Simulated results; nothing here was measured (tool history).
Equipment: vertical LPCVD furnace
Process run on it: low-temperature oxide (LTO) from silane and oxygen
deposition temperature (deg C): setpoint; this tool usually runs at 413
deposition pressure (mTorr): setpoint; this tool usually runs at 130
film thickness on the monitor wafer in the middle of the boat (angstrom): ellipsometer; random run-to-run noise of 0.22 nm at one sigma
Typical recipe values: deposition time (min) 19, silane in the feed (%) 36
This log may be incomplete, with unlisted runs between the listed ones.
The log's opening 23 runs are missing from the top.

run	hour	deposition temperature (deg C)	deposition pressure (mTorr)	deposition time (min)	silane in the feed (%)	wafers since the last listed run	hours since the last temperature calibration	hours since the pressure gauge was zeroed	hours since the silane flow controller was replaced	hours since the gauge calibration	read-back reference wafer on the same gauge, thickness	film thickness on the monitor wafer in the middle of the boat (angstrom)
# hour 329.1: thermocouples replaced and temperature profile calibrated
24	329.6	413	130	15	42	141	0.5	165.1	177.1	56.2	119.97	964.5
25	360.6	405	130	21	42	636	31.5	196.1	208.1	87.2	119.99	1239.3
26	374.8	413	100	14.5	31	291	45.7	210.3	222.3	101.4	119.99	489.8
27	390.9	413	130	19	36	330	61.8	226.4	238.4	117.5	120	1021.5
28	407.9	413	130	19	36	349	78.8	243.4	255.4	134.5	119.99	1021.3
29	419.4	413	130	13.5	36	236	90.3	254.9	266.9	146	119.95	723.5
30	437.1	413	130	19	36	363	108	272.6	284.6	163.7	120.01	1021.6
31	448.7	413	130	22.5	36	238	119.6	284.2	296.2	175.3	119.98	1204.1
32	462.1	413	100	14.5	31	275	133	297.6	309.6	188.7	120	490.7

Alternative continuations, all from the tool just after run 32; predict every row:
A	465.8	413	130	19	36	75	136.7	301.3	313.3	192.4	?	?
B	465.8	413	120	21	36	75	136.7	301.3	313.3	192.4	?	?
C	465.8	425	150	19	41	75	136.7	301.3	313.3	192.4	?	?

run	read-back reference wafer on the same gauge, thickness	film thickness on the monitor wafer in the middle of the boat (angstrom)
A	120.01	1020.9
B	120.01	1042.3
C	120.01	1552.4
Stripped of hidden state, with their random variation kept, the same runs would have yielded:
run	film thickness on the monitor wafer in the middle of the boat (angstrom)
A	1011.7
B	1032.2
C	1540.4
